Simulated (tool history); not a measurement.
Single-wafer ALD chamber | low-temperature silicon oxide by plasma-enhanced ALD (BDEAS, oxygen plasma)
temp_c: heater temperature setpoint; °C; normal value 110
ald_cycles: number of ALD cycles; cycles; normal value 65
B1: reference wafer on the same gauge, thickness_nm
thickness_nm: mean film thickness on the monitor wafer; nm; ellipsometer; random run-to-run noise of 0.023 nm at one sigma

Run 1, hour 0.0: usual settings but temp_c 106 °C, ald_cycles 75 cycles; B1 9.018. Result: thickness_nm 10.850 nm.
Run 2, hour 15.2: usual settings; B1 9.000. Result: thickness_nm 9.274 nm.
Run 3, hour 41.7: usual settings; B1 8.994. Result: thickness_nm 9.267 nm.
Run 4, hour 66.7: usual settings; B1 8.981. Result: thickness_nm 9.228 nm.
Run 5, hour 96.1: usual settings but temp_c 100 °C; B1 9.043. Result: thickness_nm 9.511 nm.
Run 6, hour 122.0: usual settings; B1 9.048. Result: thickness_nm 9.371 nm.
Run 7, hour 177.5: usual settings but temp_c 103 °C; B1 9.030. Result: thickness_nm 9.435 nm.
Run 8, hour 207.3: usual settings but temp_c 103 °C; B1 9.025. Result: thickness_nm 9.450 nm.
Run 9, hour 267.9: usual settings but temp_c 122 °C, ald_cycles 76 cycles; B1 8.988. Result: thickness_nm 10.563 nm.
Run 10, hour 299.4: usual settings but temp_c 103 °C, ald_cycles 75 cycles; B1 9.041. Result: thickness_nm 10.924 nm.
Run 11, hour 312.2: usual settings but ald_cycles 61 cycles; B1 9.044. Result: thickness_nm 8.729 nm.
Run 12, hour 339.6: usual settings but temp_c 115 °C; B1 9.052. Result: thickness_nm 9.213 nm.
Run 13, hour 353.2: usual settings but temp_c 116 °C, ald_cycles 59 cycles; B1 9.043. Result: thickness_nm 8.355 nm.
Run 14, hour 379.1: usual settings but temp_c 114 °C, ald_cycles 58 cycles; B1 9.042. Result: thickness_nm 8.264 nm.
Run 15, hour 406.3: usual settings but ald_cycles 56 cycles; B1 9.021. Result: thickness_nm 8.005 nm.
Run 16, hour 428.3: usual settings; B1 9.021. Result: thickness_nm 9.302 nm.
Run 17, hour 444.8: usual settings but temp_c 103 °C, ald_cycles 74 cycles; B1 9.019. Result: thickness_nm 10.721 nm.

Missing from the log above: 3 entries noted between runs. For each, name the pair of listed runs it sits between and say how the tool's hidden condition differs from the listed run just before to the listed run just after:
From run 4 to run 5: gauge calibrated (hour 74.3)
  gauge reads high (%): -0.82 -> -0.0527
  the result without the hidden state subtracted from the measured one, thickness_nm: -0.076 -> -0.005 nm
From run 9 to run 10: thermocouple changed; heater temperature recalibrated (hour 290.0); gauge calibrated (hour 299.0)
  gauge reads high (%): -0.622 -> -0.0608
  the result without the hidden state subtracted from the measured one, thickness_nm: -0.066 -> -0.007 nm
